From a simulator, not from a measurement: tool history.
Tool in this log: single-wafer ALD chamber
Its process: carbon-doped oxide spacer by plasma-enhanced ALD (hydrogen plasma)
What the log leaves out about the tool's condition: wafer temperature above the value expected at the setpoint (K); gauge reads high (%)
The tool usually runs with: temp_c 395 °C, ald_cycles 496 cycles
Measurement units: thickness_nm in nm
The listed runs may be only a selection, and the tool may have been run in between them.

run   hour  temp_c  ald_cycles  wafers since the last listed run  hours since the last thermocouple change  hours since the gauge calibration  read-back reference wafer on the same gauge, thickness_nm  thickness_nm
  1    0.0     383         454                                 0                                     908.6                              308.2                                                     20.699        21.948
  2   14.8     383         454                                12                                     923.4                              323.0                                                     20.671        21.897
  3   65.1     383         454                                42                                     973.7                              373.3                                                     20.681        21.888
  4   75.0     395         496                                 8                                     983.6                              383.2                                                     20.668        23.822
  5   82.4     395         496                                 6                                     991.0                              390.6                                                     20.647        23.925
  6   89.7     395         496                                 6                                     998.3                              397.9                                                     20.671        23.854
  7  101.7     395         496                                10                                    1010.3                              409.9                                                     20.663        23.926
  8  109.6     395         496                                 6                                    1018.2                              417.8                                                     20.662        23.814
  9  117.3     395         496                                 6                                    1025.9                              425.5                                                     20.635        23.815
 10  130.8     395         496                                11                                    1039.4                              439.0                                                     20.638        23.911
 11  184.5     390         496                                45                                    1093.1                              492.7                                                     20.624        23.850
 12  201.2     390         496                                14                                    1109.8                              509.4                                                     20.593        23.905
 13  218.2     385         468                                14                                    1126.8                              526.4                                                     20.605        22.576
 14  228.3     385         468                                 8                                    1136.9                              536.5                                                     20.591        22.434
 15  245.4     385         468                                14                                    1154.0                              553.6                                                     20.595        22.435
     283.5  -- thermocouple changed; heater temperature recalibrated
 16  297.2     395         496                                36                                      13.7                              605.4                                                     20.590        23.776
 17  328.9     395         496                                26                                      45.4                              637.1                                                     20.589        23.791
 18  346.7     395         496                                15                                      63.2                              654.9                                                     20.576        23.752
 19  364.2     390         451                                14                                      80.7                              672.4                                                     20.589        21.643
 20  381.2     390         451                                14                                      97.7                              689.4                                                     20.563        21.551
 21  393.6     390         451                                10                                     110.1                              701.8                                                     20.558        21.612
 22  430.0     391         496                                30                                     146.5                              738.2                                                     20.545        23.773
     439.4  -- gauge calibrated
 23  447.2     391         402                                14                                     163.7                                7.8                                                     20.951        19.696
 24  459.2     407         526                                10                                     175.7                               19.8                                                     20.939        25.207
 25  468.8     384         541                                 8                                     185.3                               29.4                                                     20.928        26.378
 26  486.5     409         588                                14                                     203.0                               47.1                                                     20.904        27.996
 27  500.8     382         589                                12                                     217.3                               61.4                                                     20.874        28.607
 28  521.3     381         560                                17                                     237.8                               81.9                                                     20.836        27.183
 29  535.4     395         496                                11                                     251.9                               96.0                                                     20.843        23.962
 30  583.0     383         467                                40                                     299.5                              143.6                                                     20.768        22.470
 31  595.7     395         496                                10                                     312.2                              156.3                                                     20.739        24.125
 32  604.7     390         451                                 7                                     321.2                              165.3                                                     20.746        21.760
 33  618.2     395         496                                11                                     334.7                              178.8                                                     20.747        23.997
 34  635.1     395         496                                14                                     351.6                              195.7                                                     20.716        23.897
 35  650.9     395         496                                13                                     367.4                              211.5                                                     20.694        23.974
 36  661.0     391         593                                 8                                     377.5                              221.6                                                     20.692        28.528
 37  668.2     395         496                                 6                                     384.7                              228.8                                                     20.714        23.966
 38  684.5     395         400                                13                                     401.0                              245.1                                                     20.661        19.252
 39  700.1     395         462                                13                                     416.6                              260.7                                                     20.643        22.382
 40  708.6     389         443                                 7                                     425.1                              269.2                                                     20.639        21.409
 41  726.1     386         496                                14                                     442.6                              286.7                                                     20.602        23.804
 42  771.1     403         523                                38                                     487.6                              331.7                                                     20.614        25.000
 43  789.0     387         594                                15                                     505.5                              349.6                                                     20.597        28.468
 44  801.3     405         496                                10                                     517.8                              361.9                                                     20.569        23.602

Hidden state at the last listed run before each entry between runs and at the first one after, where it differs:
In the gap between runs 15 and 16: thermocouple changed; heater temperature recalibrated (hour 283.5)
  gauge reads high (%): -1.88 -> -1.94
  difference, measured minus the result without the unlogged condition, thickness_nm: -0.430 -> -0.471 nm
In the gap between runs 22 and 23: gauge calibrated (hour 439.4)
  gauge reads high (%): -2.05 -> -0.208
  difference, measured minus the result without the unlogged condition, thickness_nm: -0.498 -> -0.041 nm

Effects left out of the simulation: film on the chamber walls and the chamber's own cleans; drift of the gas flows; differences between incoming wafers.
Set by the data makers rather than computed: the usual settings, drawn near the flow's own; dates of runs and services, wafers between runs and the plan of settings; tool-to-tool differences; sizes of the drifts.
